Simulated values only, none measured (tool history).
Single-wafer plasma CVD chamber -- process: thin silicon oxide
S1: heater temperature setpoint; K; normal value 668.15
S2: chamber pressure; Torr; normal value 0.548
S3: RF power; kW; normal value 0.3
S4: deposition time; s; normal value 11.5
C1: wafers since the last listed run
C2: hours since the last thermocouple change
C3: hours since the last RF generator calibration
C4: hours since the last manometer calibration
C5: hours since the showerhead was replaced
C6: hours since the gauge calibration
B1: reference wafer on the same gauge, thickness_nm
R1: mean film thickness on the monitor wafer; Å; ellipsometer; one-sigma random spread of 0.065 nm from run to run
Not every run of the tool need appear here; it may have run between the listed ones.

run,hour,S1,S2,S3,S4,C1,C2,C3,C4,C5,C6,B1,R1
1,0,668.15,0.548,0.3,11.5,0,1216.6,1451.8,1008.8,3060.6,173.4,15.696,142.54
2,50.9,668.15,0.548,0.265,10,1884,1267.5,1502.7,1059.7,3111.5,224.3,15.713,118.62
3,63.5,668.15,0.548,0.265,10,466,1280.1,1515.3,1072.3,3124.1,236.9,15.714,119.4
4,92.6,656.15,0.548,0.32,11.5,1077,1309.2,1544.4,1101.4,3153.2,266,15.682,145.86
5,107.1,656.15,0.548,0.32,11.5,536,1323.7,1558.9,1115.9,3167.7,280.5,15.714,144.65
6,142.7,656.15,0.548,0.32,11.5,1318,1359.3,1594.5,1151.5,3203.3,316.1,15.716,144.98
7,162.4,668.15,0.548,0.3,10.2,729,1379,1614.2,1171.2,3223,335.8,15.712,124.63
8,188.4,668.15,0.548,0.3,10.2,962,1405,1640.2,1197.2,3249,361.8,15.697,125.05
9,212.5,668.15,0.548,0.3,11.5,892,1429.1,1664.3,1221.3,3273.1,385.9,15.7,142.26
10,236.7,668.15,0.548,0.3,11.5,896,1453.3,1688.5,1245.5,3297.3,410.1,15.699,140.65
11,342.8,668.15,0.548,0.3,11.5,3929,1559.4,1794.6,1351.6,3403.4,516.2,15.689,139.87
# hour 385.8: capacitance manometer re-zeroed and calibrated
12,404.4,668.15,0.548,0.315,11.5,1984,1621,1856.2,18.6,3465,577.8,15.696,151.58
13,416.6,668.15,0.548,0.315,11.5,451,1633.2,1868.4,30.8,3477.2,590,15.692,152.08
14,442.1,668.15,0.548,0.315,11.5,944,1658.7,1893.9,56.3,3502.7,615.5,15.701,152.74
15,474.3,668.15,0.548,0.3,11.5,1192,1690.9,1926.1,88.5,3534.9,647.7,15.696,150.47
16,502.2,668.15,0.548,0.3,11.5,1033,1718.8,1954,116.4,3562.8,675.6,15.718,149.01
17,524.9,668.15,0.548,0.3,11.5,840,1741.5,1976.7,139.1,3585.5,698.3,15.681,148.53
18,556.9,668.15,0.46,0.3,12.9,1185,1773.5,2008.7,171.1,3617.5,730.3,15.691,140.87
19,570.4,675.15,0.548,0.3,13.1,499,1787,2022.2,184.6,3631,743.8,15.691,167.37
20,603,683.15,0.548,0.27,10.8,1207,1819.6,2054.8,217.2,3663.6,776.4,15.69,132.97
21,619.6,668.15,0.548,0.25,11.5,614,1836.2,2071.4,233.8,3680.2,793,15.709,139.65
# hour 677.6: RF generator calibrated
# hour 679.4: showerhead replaced
22,711.7,658.15,0.548,0.3,11.5,3048,1928.3,34.1,325.9,32.3,885.1,15.714,148.28
# hour 730.3: gauge calibrated
23,730.9,668.15,0.548,0.3,10.2,711,1947.5,53.3,345.1,51.5,0.6,15.682,130.48
# hour 750.9: thermocouple changed; heater temperature recalibrated
24,838.2,668.15,0.483,0.3,11.5,3677,87.3,160.6,452.4,158.8,107.9,15.689,129.06
25,862.2,679.15,0.548,0.285,10.2,888,111.3,184.6,476.4,182.8,131.9,15.707,126.46
26,880.5,668.15,0.548,0.3,11.5,677,129.6,202.9,494.7,201.1,150.2,15.705,145.6
27,913.9,654.15,0.43,0.255,11.5,1236,163,236.3,528.1,234.5,183.6,15.699,109.52
28,928.5,668.15,0.672,0.33,11.5,540,177.6,250.9,542.7,249.1,198.2,15.686,181.28
29,954.8,658.15,0.548,0.3,10.6,973,203.9,277.2,569,275.4,224.5,15.703,134.92
30,981.3,668.15,0.606,0.3,12.3,981,230.4,303.7,595.5,301.9,251,15.709,172.03

Below are 3 alternative next runs, each starting from the tool's condition after run 30. Predict each:
A,981.7,668.15,0.548,0.3,11.5,14,230.8,304.1,595.9,302.3,251.4,?,?
B,981.7,677.15,0.476,0.325,13.3,14,230.8,304.1,595.9,302.3,251.4,?,?
C,981.7,668.15,0.491,0.28,11.5,14,230.8,304.1,595.9,302.3,251.4,?,?

run,B1,R1
A,15.714,144.77
B,15.714,148
C,15.714,127.17
Had the tool no hidden state, the same runs would have come out as:
run,R1
A,149.75
B,153.1
C,131.55

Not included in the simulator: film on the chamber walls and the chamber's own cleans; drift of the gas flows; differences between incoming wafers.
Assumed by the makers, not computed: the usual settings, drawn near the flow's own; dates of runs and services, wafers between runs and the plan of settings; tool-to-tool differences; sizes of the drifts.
